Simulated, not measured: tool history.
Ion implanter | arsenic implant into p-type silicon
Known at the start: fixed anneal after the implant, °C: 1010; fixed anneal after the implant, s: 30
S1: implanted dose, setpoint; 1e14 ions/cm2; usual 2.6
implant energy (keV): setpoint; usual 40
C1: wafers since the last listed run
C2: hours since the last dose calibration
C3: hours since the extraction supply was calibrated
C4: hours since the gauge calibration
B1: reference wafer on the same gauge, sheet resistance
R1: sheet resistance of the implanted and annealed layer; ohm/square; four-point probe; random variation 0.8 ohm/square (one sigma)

run 1 hour=0 | S1=2.6 implant_energy_(keV)=40 | C1=0 C2=523.7 C3=2348 C4=989.3 | B1=361.89 | R1=313.6
run 2 hour=181 | S1=2.6 implant_energy_(keV)=40 | C1=3105 C2=704.7 C3=2529 C4=1170.3 | B1=361.89 | R1=314.08
run 3 hour=235.1 | S1=2.6 implant_energy_(keV)=40 | C1=928 C2=758.8 C3=2583.1 C4=1224.4 | B1=361.85 | R1=312.48
run 4 hour=333.1 | S1=2.6 implant_energy_(keV)=40 | C1=1681 C2=856.8 C3=2681.1 C4=1322.4 | B1=361.78 | R1=315.38
-- hour=356.3 Faraday cup replaced and dose calibrated
run 5 hour=374.2 | S1=2.6 implant_energy_(keV)=40 | C1=567 C2=17.9 C3=2722.2 C4=1363.5 | B1=361.85 | R1=307.25
run 6 hour=442.8 | S1=2.6 implant_energy_(keV)=40 | C1=1177 C2=86.5 C3=2790.8 C4=1432.1 | B1=361.9 | R1=308.87
run 7 hour=544.3 | S1=2.6 implant_energy_(keV)=40 | C1=1741 C2=188 C3=2892.3 C4=1533.6 | B1=362.18 | R1=311.77
run 8 hour=629.5 | S1=3.19 implant_energy_(keV)=49.5 | C1=1461 C2=273.2 C3=2977.5 C4=1618.8 | B1=362.21 | R1=261.58
run 9 hour=691.2 | S1=3.19 implant_energy_(keV)=49.5 | C1=1058 C2=334.9 C3=3039.2 C4=1680.5 | B1=361.99 | R1=260.73
run 10 hour=772.4 | S1=3.19 implant_energy_(keV)=49.5 | C1=1393 C2=416.1 C3=3120.4 C4=1761.7 | B1=361.79 | R1=260.37
-- hour=775 gauge calibrated
run 11 hour=938.9 | S1=2.6 implant_energy_(keV)=40 | C1=2856 C2=582.6 C3=3286.9 C4=163.9 | B1=362.24 | R1=315.81
run 12 hour=983.1 | S1=2.6 implant_energy_(keV)=31 | C1=758 C2=626.8 C3=3331.1 C4=208.1 | B1=361.6 | R1=327.46
-- hour=1008.9 extraction supply calibrated
run 13 hour=1024.7 | S1=1.87 implant_energy_(keV)=28 | C1=576 C2=668.4 C3=15.8 C4=249.7 | B1=362.1 | R1=423.2
run 14 hour=1093.3 | S1=2.36 implant_energy_(keV)=30 | C1=1177 C2=737 C3=84.4 C4=318.3 | B1=362.11 | R1=353.64
run 15 hour=1158.1 | S1=2.38 implant_energy_(keV)=47 | C1=1111 C2=801.8 C3=149.2 C4=383.1 | B1=361.88 | R1=328.82
-- hour=1200.2 Faraday cup replaced and dose calibrated
run 16 hour=1223.3 | S1=3.35 implant_energy_(keV)=46.5 | C1=981 C2=23.1 C3=214.4 C4=448.3 | B1=362.1 | R1=250.18
run 17 hour=1312.8 | S1=2.95 implant_energy_(keV)=51.5 | C1=1535 C2=112.6 C3=303.9 C4=537.8 | B1=362 | R1=272.95
run 18 hour=1623.1 | S1=3.19 implant_energy_(keV)=49.5 | C1=5324 C2=422.9 C3=614.2 C4=848.1 | B1=362.21 | R1=261.64
run 19 hour=1673.1 | S1=2.6 implant_energy_(keV)=40 | C1=857 C2=472.9 C3=664.2 C4=898.1 | B1=361.95 | R1=315.4
run 20 hour=1771.9 | S1=2.6 implant_energy_(keV)=40 | C1=1695 C2=571.7 C3=763 C4=996.9 | B1=362.2 | R1=314.23
run 21 hour=1849.8 | S1=2.33 implant_energy_(keV)=50.5 | C1=1336 C2=649.6 C3=840.9 C4=1074.8 | B1=362.24 | R1=329.89
run 22 hour=1930.7 | S1=2.17 implant_energy_(keV)=28.5 | C1=1388 C2=730.5 C3=921.8 C4=1155.7 | B1=362.35 | R1=379.7
run 23 hour=1981.7 | S1=2.6 implant_energy_(keV)=35 | C1=875 C2=781.5 C3=972.8 C4=1206.7 | B1=361.71 | R1=324.01

Forecast run 24:
run 24 hour=2043.6 | S1=3.33 implant_energy_(keV)=26 | C1=1062 C2=843.4 C3=1034.7 C4=1268.6 | B1=? | R1=?

Run 24 gave B1 362.33, R1 279.1 ohm/square.
Without the tool's hidden state the same run would have given R1 271.78 ohm/square.
